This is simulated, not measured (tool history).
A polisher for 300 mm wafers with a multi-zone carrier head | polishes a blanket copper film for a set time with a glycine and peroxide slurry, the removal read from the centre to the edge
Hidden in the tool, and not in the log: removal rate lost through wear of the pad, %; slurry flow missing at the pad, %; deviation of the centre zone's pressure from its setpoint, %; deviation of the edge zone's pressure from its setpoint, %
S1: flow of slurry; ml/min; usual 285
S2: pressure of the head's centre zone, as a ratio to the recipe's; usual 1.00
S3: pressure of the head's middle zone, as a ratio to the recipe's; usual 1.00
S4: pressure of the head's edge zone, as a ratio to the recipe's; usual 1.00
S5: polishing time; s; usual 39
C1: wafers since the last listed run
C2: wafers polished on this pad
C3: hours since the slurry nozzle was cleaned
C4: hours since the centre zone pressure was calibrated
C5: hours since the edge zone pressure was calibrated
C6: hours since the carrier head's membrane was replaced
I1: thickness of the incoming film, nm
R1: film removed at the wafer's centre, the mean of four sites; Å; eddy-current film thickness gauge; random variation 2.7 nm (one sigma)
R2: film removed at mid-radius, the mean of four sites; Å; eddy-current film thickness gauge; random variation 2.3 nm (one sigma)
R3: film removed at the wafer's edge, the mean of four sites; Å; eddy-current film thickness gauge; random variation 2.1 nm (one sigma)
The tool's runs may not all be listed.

run 1 hour=0.0 | S1=285 S2=1.00 S3=1.03 S4=1.00 S5=39 | C1=0 C2=1399 C3=338.8 C4=364.3 C5=966.2 C6=1072.0 | I1=939.7 | R1=1819 R2=1944 R3=1853
-- hour=4.6 worn pad replaced by a new one
run 2 hour=28.5 | S1=285 S2=1.00 S3=1.00 S4=1.07 S5=39 | C1=208 C2=203 C3=367.3 C4=392.8 C5=994.7 C6=1100.5 | I1=950.8 | R1=1849 R2=1880 R3=1985
run 3 hour=41.1 | S1=285 S2=1.00 S3=1.00 S4=1.07 S5=39 | C1=107 C2=311 C3=379.9 C4=405.4 C5=1007.3 C6=1113.1 | I1=949.0 | R1=1834 R2=1895 R3=1940
run 4 hour=70.3 | S1=285 S2=1.00 S3=1.00 S4=1.00 S5=39 | C1=248 C2=559 C3=409.1 C4=434.6 C5=1036.5 C6=1142.3 | I1=947.0 | R1=1847 R2=1895 R3=1878
run 5 hour=104.8 | S1=285 S2=1.00 S3=1.00 S4=1.00 S5=39 | C1=294 C2=854 C3=443.6 C4=469.1 C5=1071.0 C6=1176.8 | I1=932.8 | R1=1832 R2=1871 R3=1890
run 6 hour=128.8 | S1=285 S2=1.00 S3=1.00 S4=1.00 S5=39 | C1=204 C2=1058 C3=467.6 C4=493.1 C5=1095.0 C6=1200.8 | I1=931.8 | R1=1807 R2=1854 R3=1856
run 7 hour=148.4 | S1=285 S2=1.00 S3=1.00 S4=1.00 S5=39 | C1=167 C2=1225 C3=487.2 C4=512.7 C5=1114.6 C6=1220.4 | I1=948.8 | R1=1786 R2=1816 R3=1833
-- hour=175.0 worn pad replaced by a new one
run 8 hour=176.7 | S1=285 S2=0.91 S3=1.00 S4=1.00 S5=39 | C1=207 C2=14 C3=515.5 C4=541.0 C5=1142.9 C6=1248.7 | I1=943.1 | R1=1616 R2=1837 R3=1843
-- hour=177.8 slurry nozzle cleaned
-- hour=181.8 centre zone pressure recalibrated
run 9 hour=204.0 | S1=285 S2=1.00 S3=1.00 S4=1.00 S5=39 | C1=207 C2=221 C3=26.2 C4=22.2 C5=1170.2 C6=1276.0 | I1=961.8 | R1=1941 R2=1996 R3=1937
-- hour=237.2 carrier head's membrane replaced by a new one
run 10 hour=237.7 | S1=330 S2=1.00 S3=1.06 S4=0.91 S5=32 | C1=244 C2=466 C3=59.9 C4=55.9 C5=1203.9 C6=0.5 | I1=947.9 | R1=1609 R2=1730 R3=1513
run 11 hour=269.7 | S1=285 S2=1.00 S3=1.00 S4=1.00 S5=39 | C1=272 C2=738 C3=91.9 C4=87.9 C5=1235.9 C6=32.5 | I1=927.3 | R1=1910 R2=1964 R3=1957
run 12 hour=299.6 | S1=285 S2=1.00 S3=1.00 S4=1.00 S5=39 | C1=254 C2=993 C3=121.8 C4=117.8 C5=1265.8 C6=62.4 | I1=949.1 | R1=1899 R2=1915 R3=1915
-- hour=319.6 edge zone pressure recalibrated
-- hour=323.6 worn pad replaced by a new one
run 13 hour=348.3 | S1=365 S2=1.00 S3=1.05 S4=1.09 S5=45 | C1=364 C2=210 C3=170.5 C4=166.5 C5=28.7 C6=111.1 | I1=943.2 | R1=2319 R2=2400 R3=2361
run 14 hour=375.4 | S1=315 S2=1.06 S3=0.90 S4=1.06 S5=39 | C1=230 C2=441 C3=197.6 C4=193.6 C5=55.8 C6=138.2 | I1=931.0 | R1=2008 R2=1797 R3=2021
run 15 hour=391.7 | S1=285 S2=1.00 S3=1.00 S4=1.00 S5=48 | C1=138 C2=580 C3=213.9 C4=209.9 C5=72.1 C6=154.5 | I1=940.9 | R1=2369 R2=2341 R3=2396
run 16 hour=420.6 | S1=285 S2=1.00 S3=1.00 S4=1.00 S5=43 | C1=246 C2=826 C3=242.8 C4=238.8 C5=101.0 C6=183.4 | I1=935.9 | R1=2078 R2=2110 R3=2115
run 17 hour=448.1 | S1=285 S2=1.00 S3=1.00 S4=1.00 S5=39 | C1=234 C2=1061 C3=270.3 C4=266.3 C5=128.5 C6=210.9 | I1=941.6 | R1=1876 R2=1945 R3=1918
-- hour=470.5 worn pad replaced by a new one
run 18 hour=474.1 | S1=245 S2=1.00 S3=1.00 S4=0.95 S5=34 | C1=187 C2=30 C3=296.3 C4=292.3 C5=154.5 C6=236.9 | I1=934.0 | R1=1638 R2=1614 R3=1623
run 19 hour=501.9 | S1=285 S2=1.09 S3=1.00 S4=1.00 S5=44 | C1=236 C2=267 C3=324.1 C4=320.1 C5=182.3 C6=264.7 | I1=933.9 | R1=2265 R2=2187 R3=2205
run 20 hour=519.6 | S1=285 S2=1.04 S3=0.92 S4=1.08 S5=39 | C1=150 C2=418 C3=341.8 C4=337.8 C5=200.0 C6=282.4 | I1=942.7 | R1=1913 R2=1762 R3=1995
run 21 hour=544.2 | S1=355 S2=1.00 S3=1.00 S4=1.00 S5=52 | C1=209 C2=628 C3=366.4 C4=362.4 C5=224.6 C6=307.0 | I1=956.5 | R1=2481 R2=2593 R3=2599
run 22 hour=557.2 | S1=285 S2=1.00 S3=1.00 S4=1.00 S5=39 | C1=110 C2=738 C3=379.4 C4=375.4 C5=237.6 C6=320.0 | I1=938.5 | R1=1852 R2=1899 R3=1909

Forecast each of these 4 alternatives for the next run:
run A hour=557.6 | S1=285 S2=1.00 S3=1.00 S4=1.00 S5=39 | C1=3 C2=742 C3=379.8 C4=375.8 C5=238.0 C6=320.4 | I1=940.0 | R1=? R2=? R3=?
run B hour=557.6 | S1=285 S2=1.09 S3=1.00 S4=1.04 S5=39 | C1=3 C2=742 C3=379.8 C4=375.8 C5=238.0 C6=320.4 | I1=940.0 | R1=? R2=? R3=?
run C hour=557.6 | S1=285 S2=1.00 S3=1.00 S4=1.00 S5=46 | C1=3 C2=742 C3=379.8 C4=375.8 C5=238.0 C6=320.4 | I1=940.0 | R1=? R2=? R3=?
run D hour=557.6 | S1=285 S2=1.00 S3=1.05 S4=1.00 S5=39 | C1=3 C2=742 C3=379.8 C4=375.8 C5=238.0 C6=320.4 | I1=940.0 | R1=? R2=? R3=?

run=A R1=1837 R2=1882 R3=1902
run=B R1=2004 R2=1881 R3=1939
run=C R1=2167 R2=2220 R3=2244
run=D R1=1838 R2=1962 R3=1901
Without the tool's hidden state the same runs would have given:
run=A R1=1924 R2=1961 R3=1962
run=B R1=2098 R2=1960 R3=2000
run=C R1=2269 R2=2313 R3=2314
run=D R1=1924 R2=2044 R3=1960
